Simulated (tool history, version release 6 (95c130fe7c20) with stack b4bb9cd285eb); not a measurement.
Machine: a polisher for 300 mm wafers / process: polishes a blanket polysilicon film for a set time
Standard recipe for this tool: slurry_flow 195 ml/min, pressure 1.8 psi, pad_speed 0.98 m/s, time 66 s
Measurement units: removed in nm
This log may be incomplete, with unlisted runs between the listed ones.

| run | hour | slurry_flow | pressure | pad_speed | time | incoming thickness of the incoming film, nm | removed |
|---|---|---|---|---|---|---|---|
| 1 | 0.0 | 245 | 2.3 | 0.98 | 66 | 1861.9 | 480.4 |
| 2 | 26.6 | 245 | 2.3 | 0.98 | 66 | 1892.4 | 484.1 |
| 3 | 70.5 | 245 | 2.3 | 0.98 | 66 | 1902.1 | 471.4 |
| 4 | 106.6 | 195 | 1.8 | 0.98 | 66 | 1877.5 | 363.1 |
| 5 | 176.1 | 195 | 1.8 | 0.98 | 66 | 1917.4 | 351.4 |
|  | 213.0 | worn pad replaced by a new one |
| 6 | 272.6 | 195 | 1.8 | 0.98 | 75 | 1881.6 | 431.0 |
|  | 330.2 | slurry nozzle cleaned |
| 7 | 334.0 | 195 | 1.8 | 0.98 | 83 | 1900.4 | 476.6 |
| 8 | 393.8 | 195 | 1.8 | 0.98 | 83 | 1887.3 | 461.3 |
| 9 | 427.5 | 195 | 1.8 | 0.98 | 55 | 1873.4 | 308.1 |
| 10 | 464.7 | 195 | 1.8 | 0.98 | 77 | 1884.9 | 425.3 |
| 11 | 534.7 | 195 | 1.8 | 0.98 | 77 | 1908.4 | 414.8 |
|  | 581.3 | worn pad replaced by a new one |
| 12 | 587.8 | 195 | 1.8 | 0.98 | 77 | 1876.4 | 445.8 |
| 13 | 651.1 | 195 | 1.8 | 0.98 | 52 | 1897.8 | 299.5 |
| 14 | 703.6 | 250 | 1.8 | 0.98 | 66 | 1902.9 | 385.8 |
|  | 748.7 | slurry nozzle cleaned |
| 15 | 752.0 | 250 | 1.8 | 0.98 | 66 | 1873.2 | 384.3 |
| 16 | 817.5 | 195 | 1.8 | 0.76 | 66 | 1910.8 | 285.0 |
| 17 | 850.0 | 215 | 1.4 | 1.18 | 77 | 1870.4 | 394.0 |
| 18 | 890.5 | 195 | 2.3 | 0.70 | 81 | 1890.5 | 400.9 |
|  | 903.8 | head pressure recalibrated |
| 19 | 953.3 | 150 | 1.6 | 0.66 | 85 | 1863.3 | 259.0 |
|  | 1000.3 | worn pad replaced by a new one |
| 20 | 1105.9 | 245 | 1.8 | 1.30 | 66 | 1900.7 | 507.4 |
| 21 | 1143.8 | 195 | 1.8 | 0.98 | 53 | 1873.9 | 302.9 |
|  | 1201.3 | slurry nozzle cleaned |
| 22 | 1340.7 | 225 | 1.8 | 1.26 | 83 | 1902.0 | 578.1 |
| 23 | 1369.4 | 195 | 1.8 | 0.98 | 66 | 1883.0 | 350.1 |
|  | 1377.3 | worn pad replaced by a new one |
| 24 | 1440.7 | 235 | 2.3 | 1.12 | 78 | 1857.6 | 660.8 |
| 25 | 1480.5 | 195 | 1.8 | 0.98 | 66 | 1876.2 | 384.1 |
| 26 | 1544.8 | 195 | 1.4 | 0.78 | 66 | 1891.0 | 232.7 |
| 27 | 1592.6 | 195 | 1.8 | 0.72 | 48 | 1900.2 | 199.4 |
| 28 | 1645.1 | 195 | 1.8 | 0.98 | 66 | 1908.1 | 366.4 |
|  | 1654.6 | slurry nozzle cleaned |
| 29 | 1711.1 | 195 | 1.8 | 0.98 | 66 | 1880.3 | 353.4 |
| 30 | 1747.1 | 195 | 2.1 | 0.98 | 66 | 1895.7 | 407.2 |
|  | 1793.7 | worn pad replaced by a new one |
| 31 | 1794.2 | 195 | 1.8 | 0.98 | 74 | 1894.6 | 425.6 |
| 32 | 1946.1 | 255 | 1.8 | 1.24 | 51 | 1859.3 | 375.6 |
| 33 | 1971.1 | 195 | 1.8 | 0.98 | 86 | 1890.0 | 482.6 |

Subtracting, for every run, the result it would have given without the tool's unlogged condition from the measured result gives the following. The same run-to-run variation enters both numbers; the gauge's scatter may not:
Hidden conditions of the tool in this case: removal rate lost through wear of the pad, %; slurry flow missing at the pad, %; deviation of the head's pressure from its setpoint, %.
| run | removed |
|---|---|
| 1 | -13.7 |
| 2 | -16.9 |
| 3 | -22.5 |
| 4 | -21.8 |
| 5 | -31.7 |
| 6 | -3.7 |
| 7 | -7.2 |
| 8 | -12.0 |
| 9 | -10.6 |
| 10 | -19.3 |
| 11 | -29.7 |
| 12 | -1.1 |
| 13 | -1.6 |
| 14 | -4.5 |
| 15 | -7.7 |
| 16 | -10.5 |
| 17 | -18.4 |
| 18 | -25.0 |
| 19 | -23.6 |
| 20 | -5.3 |
| 21 | -4.9 |
| 22 | -44.6 |
| 23 | -31.9 |
| 24 | -3.5 |
| 25 | -3.6 |
| 26 | -4.6 |
| 27 | -6.2 |
| 28 | -17.3 |
| 29 | -25.9 |
| 30 | -36.9 |
| 31 | -2.1 |
| 32 | -7.0 |
| 33 | -11.4 |
